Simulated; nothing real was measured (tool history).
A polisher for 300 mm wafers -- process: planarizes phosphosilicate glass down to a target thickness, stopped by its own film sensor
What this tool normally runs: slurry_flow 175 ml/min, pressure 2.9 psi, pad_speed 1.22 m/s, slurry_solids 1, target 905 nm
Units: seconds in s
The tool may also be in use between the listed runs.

run	hour	slurry_flow	pressure	pad_speed	slurry_solids	target	wafers since the last listed run	wafers polished on this pad	hours since the slurry nozzle was cleaned	hours since the head pressure was calibrated	hours since the slurry blender was calibrated	hours since the conditioning disc was replaced	incoming thickness of the incoming film, nm	seconds
1	0	175	2.9	1.22	1	905	0	4384	447.8	360.5	415.4	443.7	1431.4	71.4
# hour 37: slurry blender recalibrated
# hour 38.1: conditioning disc replaced and pad reconditioned
2	51.8	175	3.1	1.22	1	905	636	5021	499.6	412.3	14.8	13.7	1427.3	60.3
# hour 135.5: worn pad replaced by a new one
3	147.7	175	3.1	1.22	1	905	1201	159	595.5	508.2	110.7	109.6	1389.2	55.7
# hour 181.1: slurry nozzle cleaned
4	252	175	3.1	1.22	1	905	1351	1510	70.9	612.5	215	213.9	1390.5	59
5	347	175	2.9	1.22	1.25	905	1242	2753	165.9	707.5	310	308.9	1430.6	62.1
# hour 392.8: head pressure recalibrated
# hour 564.6: slurry blender recalibrated
6	590.2	175	2.9	1.22	1.25	905	3128	5881	409.1	197.4	25.6	552.1	1411.7	66.7
# hour 615.7: conditioning disc replaced and pad reconditioned
# hour 632.3: worn pad replaced by a new one
7	659.6	175	2.9	1.22	1.25	905	829	357	478.5	266.8	95	43.9	1399.9	58
# hour 697.9: slurry nozzle cleaned
8	698.6	150	3.5	1.22	1	905	497	854	0.7	305.8	134	82.9	1400	54.8
9	783.5	150	3.5	1.22	1	905	1110	1964	85.6	390.7	218.9	167.8	1418.1	56.9
10	891.2	175	2.9	1.5	1	821	1408	3373	193.3	498.4	326.6	275.5	1381.4	62.3
11	988.5	175	2.9	1.52	1	905	1272	4645	290.6	595.7	423.9	372.8	1410	56.9
12	1048.7	220	2.9	1.22	1	788	787	5433	350.8	655.9	484.1	433	1425.3	80.3
# hour 1087: worn pad replaced by a new one
# hour 1103.2: conditioning disc replaced and pad reconditioned
# hour 1146: slurry blender recalibrated
13	1146.8	175	3.3	1.22	1.2	1078	1178	729	448.9	754	0.8	43.6	1423.1	33.6
# hour 1211.6: slurry nozzle cleaned
14	1213.2	175	2.9	1.22	1	905	855	1585	1.6	820.4	67.2	110	1428.8	62.7
# hour 1246.7: head pressure recalibrated
15	1295	175	3.7	0.98	1	905	1043	2628	83.4	48.3	149	191.8	1394.1	62.3
16	1462.2	145	3.5	0.86	1	1074	2186	4815	250.6	215.5	316.2	359	1435.9	52.7
17	1556.5	135	3.7	1.5	1	905	1233	6048	344.9	309.8	410.5	453.3	1410.7	51.2
# hour 1587.5: worn pad replaced by a new one
# hour 1595.4: conditioning disc replaced and pad reconditioned
18	1648	230	2.9	1.22	1	905	1118	764	436.4	401.3	502	52.6	1421	65.3
# hour 1716.2: slurry blender recalibrated
19	1745.7	175	2.9	1.22	1	905	1251	2016	534.1	499	29.5	150.3	1415.9	65.1
# hour 1760: slurry nozzle cleaned
20	1797.6	175	2.9	1.22	1	905	665	2682	37.6	550.9	81.4	202.2	1382.9	61.8
21	2016.7	115	2.6	0.86	1.1	905	2865	5547	256.7	770	300.5	421.3	1394.2	87.9
# hour 2037.4: head pressure recalibrated
# hour 2041.7: worn pad replaced by a new one
# hour 2088.6: conditioning disc replaced and pad reconditioned
22	2108.2	175	2.9	1.22	1	905	1092	844	348.2	70.8	392	19.6	1389.3	64.1
# hour 2183.8: slurry blender recalibrated
23	2193.2	175	2.9	0.86	1	1042	1085	1929	433.2	155.8	9.4	104.6	1427.7	65.6

Run 24, settings as shown, results not yet in. Your forecast:
24	2270.1	210	3.8	1.22	1	1014	1005	2935	510.1	232.7	86.3	181.5	1407.3	?

seconds: 39.9 s
Were there no unlogged condition in the tool, this run, its random variation unchanged, would have produced seconds 39.1 s.

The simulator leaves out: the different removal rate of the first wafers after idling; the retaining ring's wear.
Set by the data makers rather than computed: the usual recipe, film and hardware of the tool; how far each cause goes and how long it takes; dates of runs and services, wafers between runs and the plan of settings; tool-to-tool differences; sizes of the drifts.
